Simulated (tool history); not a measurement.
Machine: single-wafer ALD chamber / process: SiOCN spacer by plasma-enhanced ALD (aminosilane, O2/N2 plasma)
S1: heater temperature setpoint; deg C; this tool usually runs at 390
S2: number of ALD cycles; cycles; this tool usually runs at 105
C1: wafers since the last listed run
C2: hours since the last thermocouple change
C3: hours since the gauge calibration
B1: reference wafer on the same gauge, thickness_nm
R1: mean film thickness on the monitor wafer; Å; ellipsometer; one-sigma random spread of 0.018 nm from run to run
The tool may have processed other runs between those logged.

| run | hour | S1 | S2 | C1 | C2 | C3 | B1 | R1 |
|---|---|---|---|---|---|---|---|---|
| 1 | 0 | 390 | 105 | 0 | 692.4 | 786.1 | 6.743 | 69.74 |
| 2 | 64.4 | 390 | 105 | 103 | 756.8 | 850.5 | 6.735 | 69.55 |
| 3 | 127.8 | 390 | 105 | 101 | 820.2 | 913.9 | 6.722 | 69.3 |
| 4 | 186.8 | 402 | 105 | 94 | 879.2 | 972.9 | 6.704 | 68.86 |
| 5 | 219.2 | 402 | 105 | 51 | 911.6 | 1005.3 | 6.699 | 69.03 |
| 6 | 266.9 | 390 | 105 | 76 | 959.3 | 1053 | 6.683 | 69.07 |
| 7 | 323.2 | 390 | 105 | 90 | 1015.6 | 1109.3 | 6.666 | 69.07 |
| 8 | 388.2 | 379 | 105 | 104 | 1080.6 | 1174.3 | 6.649 | 68.72 |
|  | 399.2 | gauge calibrated |
|  | 426.8 | thermocouple changed; heater temperature recalibrated |
| 9 | 453.1 | 390 | 105 | 91 | 26.3 | 53.9 | 6.808 | 70.63 |
| 10 | 499.7 | 384 | 121 | 74 | 72.9 | 100.5 | 6.816 | 81.03 |
| 11 | 561.2 | 384 | 121 | 98 | 134.4 | 162 | 6.817 | 81.45 |
| 12 | 624.2 | 404 | 105 | 101 | 197.4 | 225 | 6.811 | 69.59 |
| 13 | 674.8 | 390 | 105 | 81 | 248 | 275.6 | 6.81 | 70.03 |
| 14 | 741.4 | 397 | 93 | 106 | 314.6 | 342.2 | 6.798 | 62.17 |
| 15 | 765.4 | 390 | 119 | 38 | 338.6 | 366.2 | 6.79 | 79.76 |
| 16 | 794.3 | 390 | 105 | 46 | 367.5 | 395.1 | 6.796 | 69.98 |
| 17 | 827.2 | 390 | 105 | 52 | 400.4 | 428 | 6.79 | 70.51 |
| 18 | 851.5 | 381 | 105 | 38 | 424.7 | 452.3 | 6.786 | 69.93 |
| 19 | 880.6 | 384 | 116 | 46 | 453.8 | 481.4 | 6.779 | 77.53 |
| 20 | 937.7 | 390 | 85 | 91 | 510.9 | 538.5 | 6.784 | 56.76 |
| 21 | 995.2 | 390 | 105 | 92 | 568.4 | 596 | 6.77 | 69.85 |
| 22 | 1049.6 | 390 | 95 | 87 | 622.8 | 650.4 | 6.762 | 63.45 |

Exercise: give the hidden state of the tool at every run:
wafer temperature above the value expected at the setpoint (K): 0 at every run
H1: gauge reads high (%)
| run | H1 |
|---|---|
| 1 | -1.26 |
| 2 | -1.45 |
| 3 | -1.66 |
| 4 | -1.87 |
| 5 | -1.99 |
| 6 | -2.17 |
| 7 | -2.4 |
| 8 | -2.68 |
| 9 | -0.236 |
| 10 | -0.249 |
| 11 | -0.279 |
| 12 | -0.325 |
| 13 | -0.372 |
| 14 | -0.449 |
| 15 | -0.48 |
| 16 | -0.521 |
| 17 | -0.572 |
| 18 | -0.612 |
| 19 | -0.662 |
| 20 | -0.771 |
| 21 | -0.893 |
| 22 | -1.02 |

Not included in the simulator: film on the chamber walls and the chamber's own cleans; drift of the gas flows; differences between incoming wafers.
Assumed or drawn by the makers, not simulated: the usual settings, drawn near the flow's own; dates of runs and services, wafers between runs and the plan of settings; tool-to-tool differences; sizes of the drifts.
